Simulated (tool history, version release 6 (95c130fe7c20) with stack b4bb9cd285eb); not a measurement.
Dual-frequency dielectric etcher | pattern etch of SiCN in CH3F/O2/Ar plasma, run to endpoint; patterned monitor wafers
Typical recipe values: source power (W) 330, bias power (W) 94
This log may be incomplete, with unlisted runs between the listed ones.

run   hour  source power (W)  bias power (W)  incoming incoming film thickness, nm  endpoint time (s)
  1    0.0               330              94                                  9.00               22.9
  2   29.0               330              94                                  8.99               22.8
  3   56.9               330              94                                  8.97               22.8
  4   78.2               330              94                                  8.97               22.6
      84.2  -- source power generator calibrated
     103.6  -- bias power generator calibrated
  5  104.9               330              94                                  9.03               23.4
  6  119.0               330              76                                  9.01               24.9
  7  133.1               330              76                                  9.03               24.5
  8  158.6               330              76                                  8.92               25.0
     192.7  -- wet clean of the chamber, repeated, since the last time left the tool worse
  9  193.2               330              94                                  9.08               24.9
     232.6  -- upper electrode replaced
 10  233.1               330              94                                  8.97               24.2
 11  245.2               330              86                                  9.03               25.6
 12  264.4               330              86                                  8.99               25.3
 13  288.9               330              94                                  9.01               25.0
 14  311.6               310              94                                  8.93               25.4
 15  341.6               290              94                                  8.96               26.7
 16  375.8               330             101                                  8.99               24.2
 17  417.1               330              74                                  8.94               27.4
 18  447.8               390             101                                  9.00               23.0
 19  467.7               280              84                                  9.05               28.9
 20  494.5               280             113                                  9.02               26.3
 21  513.2               330              94                                  8.96               25.4
 22  541.0               360              75                                  9.08               26.5
 23  571.4               330              94                                  8.87               25.1
     607.0  -- wet clean of the chamber
 24  607.5               330              94                                  8.98               24.0
 25  615.5               310              86                                  9.00               26.2
 26  636.8               290              75                                  8.91               28.4
 27  654.3               410              71                                  9.04               24.3
 28  668.4               330              94                                  8.96               24.4
 29  702.8               360             102                                  9.03               23.0
 30  733.5               260              81                                  9.00               29.6
 31  747.4               300              70                                  8.95               28.1
 32  775.5               330              94                                  8.97               24.8
 33  809.7               380             106                                  9.05               22.6
 34  823.0               330              94                                  9.02               25.1
 35  837.0               350              79                                  8.99               25.8
 36  857.9               360              94                                  9.04               24.4

For each run, what was the tool's unlogged condition?
source power that arrives over what is set, %: 0 at every run
bias power that arrives over what is set, %: 0 at every run
H1: etch rate over this chamber's usual, %
run       H1
  1      6.9
  2     6.58
  3     6.27
  4     6.04
  5     5.74
  6     5.58
  7     5.43
  8     5.15
  9   -0.287
 10   -0.729
 11   -0.862
 12    -1.07
 13    -1.35
 14     -1.6
 15    -1.93
 16    -2.31
 17    -2.76
 18     -3.1
 19    -3.32
 20    -3.62
 21    -3.83
 22    -4.13
 23    -4.47
 24    0.298
 25    0.209
 26  -0.0262
 27    -0.22
 28   -0.376
 29   -0.756
 30     -1.1
 31    -1.25
 32    -1.56
 33    -1.94
 34    -2.09
 35    -2.24
 36    -2.47
